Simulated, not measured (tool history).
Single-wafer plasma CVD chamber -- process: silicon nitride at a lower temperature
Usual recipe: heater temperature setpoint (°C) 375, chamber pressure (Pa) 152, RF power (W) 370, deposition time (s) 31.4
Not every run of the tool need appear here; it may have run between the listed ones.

run	hour	heater temperature setpoint (°C)	chamber pressure (Pa)	RF power (W)	deposition time (s)	wafers since the last listed run	hours since the last thermocouple change	hours since the last RF generator calibration	hours since the last manometer calibration	hours since the showerhead was replaced	hours since the gauge calibration	read-back reference wafer on the same gauge, thickness_nm	mean film thickness on the monitor wafer (angstrom)
1	0	375	152	325	32.8	0	2743.1	1721.5	2126.5	3380.3	137.5	42.685	383.05
# hour 8.3: gauge calibrated
2	17.5	375	152	325	32.8	396	2760.6	1739	2144	3397.8	9.2	42.701	384.02
3	63.9	375	152	325	32.8	1052	2807	1785.4	2190.4	3444.2	55.6	42.701	383.13
4	76.5	375	152	370	31.4	285	2819.6	1798	2203	3456.8	68.2	42.689	396.52
# hour 84.7: RF generator calibrated
5	93.5	375	152	370	31.4	204	2836.6	8.8	2220	3473.8	85.2	42.705	417.9
6	108	366	152	370	31.4	328	2851.1	23.3	2234.5	3488.3	99.7	42.713	419.57
7	114.1	366	152	370	31.4	138	2857.2	29.4	2240.6	3494.4	105.8	42.714	418.81
# hour 122.4: showerhead replaced, of another model than before
8	128.4	366	152	370	31.4	142	2871.5	43.7	2254.9	6	120.1	42.677	418.44
# hour 140.9: thermocouple changed; heater temperature recalibrated
9	141.4	384	152	370	36	113	0.5	56.7	2267.9	19	133.1	42.673	475.58
10	145.2	386	144	370	31.4	86	4.3	60.5	2271.7	22.8	136.9	42.678	405.44
# hour 149.7: gauge calibrated
11	158.9	375	152	370	31.4	310	18	74.2	2285.4	36.5	9.2	42.687	415.45
12	165.8	380	152	440	31.4	156	24.9	81.1	2292.3	43.4	16.1	42.699	447.96
13	181.6	381	121	310	37.3	358	40.7	96.9	2308.1	59.2	31.9	42.708	420.56
# hour 200.7: capacitance manometer re-zeroed and calibrated
14	201.2	375	117	305	31.4	263	60.3	116.5	0.5	78.8	51.5	42.708	347.65
15	210.2	375	152	370	31.4	204	69.3	125.5	9.5	87.8	60.5	42.713	415.52
16	218.5	375	189	370	31.4	188	77.6	133.8	17.8	96.1	68.8	42.699	445.28
17	225.7	362	152	345	25.3	163	84.8	141	25	103.3	76	42.683	326.84
18	232.7	375	152	395	31.4	158	91.8	148	32	110.3	83	42.704	428.54
19	239.8	375	173	390	31.4	161	98.9	155.1	39.1	117.4	90.1	42.686	444.46
20	252.9	369	152	420	37.5	297	112	168.2	52.2	130.5	103.2	42.678	526.31

Below are 5 alternative next runs, each starting from the tool's condition after run 20. Predict each:
A	253.3	375	152	370	31.4	9	112.4	168.6	52.6	130.9	103.6	?	?
B	253.3	366	131	435	35.4	9	112.4	168.6	52.6	130.9	103.6	?	?
C	253.3	387	152	370	31.4	9	112.4	168.6	52.6	130.9	103.6	?	?
D	253.3	375	152	430	27.1	9	112.4	168.6	52.6	130.9	103.6	?	?
E	253.3	375	116	300	28.5	9	112.4	168.6	52.6	130.9	103.6	?	?

run	read-back reference wafer on the same gauge, thickness_nm	mean film thickness on the monitor wafer (angstrom)
A	42.73	416.21
B	42.73	479.8
C	42.73	413.85
D	42.73	384.05
E	42.73	312.14
With the hidden condition removed and each run's random variation left untouched, the same runs would have given:
run	mean film thickness on the monitor wafer (angstrom)
A	417.97
B	481.7
C	415.6
D	385.57
E	313.51
